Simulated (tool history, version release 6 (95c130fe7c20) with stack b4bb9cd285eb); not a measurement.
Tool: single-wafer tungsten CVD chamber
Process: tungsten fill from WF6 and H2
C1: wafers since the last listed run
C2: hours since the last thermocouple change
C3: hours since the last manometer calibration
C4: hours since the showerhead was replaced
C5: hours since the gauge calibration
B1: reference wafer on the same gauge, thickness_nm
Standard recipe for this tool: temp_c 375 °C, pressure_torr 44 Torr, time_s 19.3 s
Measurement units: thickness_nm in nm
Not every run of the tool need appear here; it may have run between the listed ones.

Run 1, day 0: usual settings; C1 0; C2 315.8; C3 2211.8; C4 4046.4; C5 410.2; B1 41.113. Result: thickness_nm 34.807 nm.
Run 2, day 0.929: usual settings; C1 430; C2 338.1; C3 2234.1; C4 4068.7; C5 432.5; B1 41.066. Result: thickness_nm 34.235 nm.
Run 3, day 1.838: usual settings; C1 421; C2 359.9; C3 2255.9; C4 4090.5; C5 454.3; B1 41.032. Result: thickness_nm 34.279 nm.
Run 4, day 2.888: usual settings; C1 486; C2 385.1; C3 2281.1; C4 4115.7; C5 479.5; B1 41.161. Result: thickness_nm 34.421 nm.
Run 5, day 3.529: usual settings; C1 297; C2 400.5; C3 2296.5; C4 4131.1; C5 494.9; B1 41.107. Result: thickness_nm 34.692 nm.
Run 6, day 5.767: usual settings but time_s 22.2 s; C1 1037; C2 454.2; C3 2350.2; C4 4184.8; C5 548.6; B1 41.063. Result: thickness_nm 39.838 nm.
Run 7, day 6.871: usual settings but time_s 22.2 s; C1 511; C2 480.7; C3 2376.7; C4 4211.3; C5 575.1; B1 41.092. Result: thickness_nm 39.957 nm.
Run 8, day 7.692: usual settings; C1 380; C2 500.4; C3 2396.4; C4 4231; C5 594.8; B1 41.106. Result: thickness_nm 34.537 nm.
Run 9, day 8.417: usual settings; C1 336; C2 517.8; C3 2413.8; C4 4248.4; C5 612.2; B1 41.03. Result: thickness_nm 34.453 nm.
Run 10, day 9.425: usual settings; C1 467; C2 542; C3 2438; C4 4272.6; C5 636.4; B1 41.138. Result: thickness_nm 34.881 nm.
Run 11, day 10.846: usual settings; C1 658; C2 576.1; C3 2472.1; C4 4306.7; C5 670.5; B1 41.085. Result: thickness_nm 34.455 nm.
At day 11.896: gauge calibrated.
Run 12, day 11.958: usual settings but temp_c 384 °C; C1 515; C2 602.8; C3 2498.8; C4 4333.4; C5 1.5; B1 41.107. Result: thickness_nm 42.924 nm.
Run 13, day 13.429: usual settings but temp_c 369 °C; C1 681; C2 638.1; C3 2534.1; C4 4368.7; C5 36.8; B1 41.148. Result: thickness_nm 30.28 nm.
Run 14, day 14.738: usual settings but temp_c 369 °C; C1 606; C2 669.5; C3 2565.5; C4 4400.1; C5 68.2; B1 41.052. Result: thickness_nm 29.886 nm.
Run 15, day 15.388: usual settings but pressure_torr 35.3 Torr; C1 301; C2 685.1; C3 2581.1; C4 4415.7; C5 83.8; B1 41.126. Result: thickness_nm 30.76 nm.
Run 16, day 16.046: usual settings but temp_c 386 °C, pressure_torr 46.9 Torr, time_s 21.6 s; C1 305; C2 700.9; C3 2596.9; C4 4431.5; C5 99.6; B1 41.142. Result: thickness_nm 51.558 nm.
Run 17, day 17.508: usual settings but temp_c 390 °C, pressure_torr 54.1 Torr, time_s 21.2 s; C1 677; C2 736; C3 2632; C4 4466.6; C5 134.7; B1 41.111. Result: thickness_nm 59.492 nm.
At day 18.212: capacitance manometer re-zeroed and calibrated.
Run 18, day 18.912: usual settings but temp_c 389 °C, time_s 16.5 s; C1 496; C2 769.7; C3 16.8; C4 4500.3; C5 168.4; B1 41.11. Result: thickness_nm 40.771 nm.
Run 19, day 21.9: usual settings but temp_c 381 °C; C1 1384; C2 841.4; C3 88.5; C4 4572; C5 240.1; B1 41.116. Result: thickness_nm 39.588 nm.
Run 20, day 23.342: usual settings; C1 668; C2 876; C3 123.1; C4 4606.6; C5 274.7; B1 41.067. Result: thickness_nm 34.45 nm.
At day 24.658: thermocouple changed; heater temperature recalibrated.
Run 21, day 24.679: usual settings but pressure_torr 52.1 Torr, time_s 16 s; C1 465; C2 0.5; C3 155.2; C4 4638.7; C5 306.8; B1 41.105. Result: thickness_nm 30.961 nm.
At day 25.212: showerhead replaced.
Run 22, day 25.233: usual settings but temp_c 388 °C, pressure_torr 49.6 Torr, time_s 17.9 s; C1 102; C2 13.8; C3 168.5; C4 0.5; C5 320.1; B1 41.101. Result: thickness_nm 46.015 nm.
Run 23, day 26.496: usual settings but temp_c 369 °C, time_s 22.2 s; C1 585; C2 44.1; C3 198.8; C4 30.8; C5 350.4; B1 41.084. Result: thickness_nm 34.164 nm.
Run 24, day 27.479: usual settings but temp_c 368 °C, time_s 16.6 s; C1 455; C2 67.7; C3 222.4; C4 54.4; C5 374; B1 41.099. Result: thickness_nm 25.017 nm.
Run 25, day 28.808: usual settings but temp_c 382 °C, pressure_torr 39.2 Torr; C1 616; C2 99.6; C3 254.3; C4 86.3; C5 405.9; B1 41.116. Result: thickness_nm 38.971 nm.
Run 26, day 30.3: usual settings but pressure_torr 48.7 Torr; C1 691; C2 135.4; C3 290.1; C4 122.1; C5 441.7; B1 41.164. Result: thickness_nm 36.589 nm.
Run 27, day 31.45: usual settings but pressure_torr 51 Torr, time_s 21.8 s; C1 533; C2 163; C3 317.7; C4 149.7; C5 469.3; B1 41.074. Result: thickness_nm 42.166 nm.
Run 28, day 32.504: usual settings; C1 488; C2 188.3; C3 343; C4 175; C5 494.6; B1 41.166. Result: thickness_nm 34.84 nm.
Run 29, day 33.704: usual settings but temp_c 381 °C, pressure_torr 39.8 Torr, time_s 22.5 s; C1 556; C2 217.1; C3 371.8; C4 203.8; C5 523.4; B1 41.132. Result: thickness_nm 44.048 nm.
Run 30, day 34.733: usual settings but temp_c 370 °C, time_s 21.7 s; C1 477; C2 241.8; C3 396.5; C4 228.5; C5 548.1; B1 41.04. Result: thickness_nm 34.244 nm.
Run 31, day 35.267: usual settings; C1 247; C2 254.6; C3 409.3; C4 241.3; C5 560.9; B1 41.083. Result: thickness_nm 34.691 nm.

Hidden state at the last listed run before each entry between runs and at the first one after, where it differs:
Runs 11 to 12: gauge calibrated (day 11.896)
  nothing in the hidden state changes from one run to the other
Runs 17 to 18: capacitance manometer re-zeroed and calibrated (day 18.212)
  nothing in the hidden state changes from one run to the other
Runs 20 to 21: thermocouple changed; heater temperature recalibrated (day 24.658)
  nothing in the hidden state changes from one run to the other
Runs 21 to 22: showerhead replaced (day 25.212)
  nothing in the hidden state changes from one run to the other
